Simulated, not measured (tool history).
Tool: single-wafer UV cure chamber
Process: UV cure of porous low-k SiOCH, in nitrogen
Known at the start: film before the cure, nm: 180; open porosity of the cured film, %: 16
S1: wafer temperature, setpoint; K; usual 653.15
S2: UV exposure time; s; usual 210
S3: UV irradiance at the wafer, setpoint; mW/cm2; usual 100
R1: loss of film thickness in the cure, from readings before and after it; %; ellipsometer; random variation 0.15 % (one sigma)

| run | hour | S1 | S2 | S3 | R1 |
|---|---|---|---|---|---|
| 1 | 0 | 653.15 | 210 | 100 | 9.88 |
| 2 | 24.3 | 653.15 | 210 | 100 | 9.91 |
| 3 | 45.4 | 653.15 | 210 | 100 | 9.735 |
| 4 | 59.9 | 653.15 | 210 | 100 | 9.783 |
| 5 | 94.2 | 653.15 | 210 | 100 | 9.518 |
| 6 | 120.8 | 653.15 | 210 | 100 | 9.567 |
| 7 | 153 | 653.15 | 210 | 100 | 9.419 |
| 8 | 178 | 639.15 | 255 | 100 | 9.975 |
| 9 | 192.7 | 653.15 | 210 | 100 | 9.113 |
| 10 | 211.8 | 653.15 | 210 | 70 | 7.79 |
| 11 | 309.4 | 653.15 | 210 | 100 | 9.526 |
| 12 | 332.7 | 653.15 | 210 | 100 | 9.804 |
| 13 | 367.1 | 653.15 | 210 | 100 | 9.462 |
| 14 | 386.9 | 653.15 | 210 | 100 | 9.594 |
| 15 | 413.5 | 653.15 | 210 | 100 | 9.8 |
| 16 | 444 | 653.15 | 210 | 100 | 9.562 |
| 17 | 461.1 | 653.15 | 210 | 100 | 9.303 |
| 18 | 484.4 | 653.15 | 210 | 100 | 9.152 |
| 19 | 498.4 | 653.15 | 210 | 100 | 9.286 |
| 20 | 522.8 | 653.15 | 210 | 100 | 10.048 |
| 21 | 536 | 653.15 | 210 | 100 | 10.265 |
| 22 | 562.6 | 653.15 | 210 | 100 | 9.772 |
| 23 | 604.2 | 669.15 | 255 | 80 | 9.908 |
| 24 | 621.3 | 668.15 | 210 | 74 | 8.596 |
| 25 | 639.7 | 653.15 | 290 | 100 | 10.936 |
| 26 | 653 | 665.15 | 140 | 67 | 6.586 |
| 27 | 684.5 | 672.15 | 305 | 84 | 10.607 |
| 28 | 767.4 | 645.15 | 210 | 100 | 10.048 |
| 29 | 798 | 671.15 | 165 | 100 | 9.339 |
| 30 | 826.6 | 653.15 | 210 | 100 | 9.933 |
| 31 | 853.4 | 660.15 | 105 | 70 | 5.882 |
| 32 | 883.9 | 653.15 | 210 | 100 | 9.614 |
| 33 | 906.4 | 653.15 | 210 | 100 | 9.626 |
| 34 | 926.4 | 659.15 | 260 | 120 | 11.444 |
| 35 | 948.8 | 653.15 | 170 | 77 | 7.654 |
| 36 | 979.4 | 653.15 | 210 | 112 | 9.928 |
| 37 | 992.9 | 665.15 | 210 | 134 | 10.677 |
| 38 | 1013.5 | 637.15 | 210 | 100 | 9.073 |
| 39 | 1030.3 | 659.15 | 335 | 120 | 12.084 |
| 40 | 1065.6 | 633.15 | 295 | 100 | 11.193 |
| 41 | 1171.6 | 653.15 | 210 | 113 | 10.208 |
| 42 | 1193.9 | 653.15 | 210 | 134 | 10.712 |

Taken out of this log: 5 entries between the listed runs. Where each belongs, and how the hidden state differs across it:
Between runs 10 and 11: quartz window cleaned (hour 223.2)
  transmission lost against a clean window, %: 21.8 -> 14.3
  measured less the result without the state, R1: -0.946 -> -0.627 %
Between runs 19 and 20: quartz window cleaned (hour 522.3)
  transmission lost against a clean window, %: 21.6 -> 1.83
  measured less the result without the state, R1: -0.994 -> -0.076 %
Between runs 22 and 23: UV bulbs replaced (hour 603.7)
  transmission lost against a clean window, %: 9.1 -> 14
  measured less the result without the state, R1: -0.39 -> -0.632 %
Between runs 27 and 28: quartz window cleaned (hour 763.2)
  transmission lost against a clean window, %: 19.1 -> 1.81
  measured less the result without the state, R1: -0.904 -> -0.075 %
Between runs 39 and 40: quartz window cleaned (hour 1057.9)
  transmission lost against a clean window, %: 20.7 -> 3.11
  measured less the result without the state, R1: -1.014 -> -0.135 %
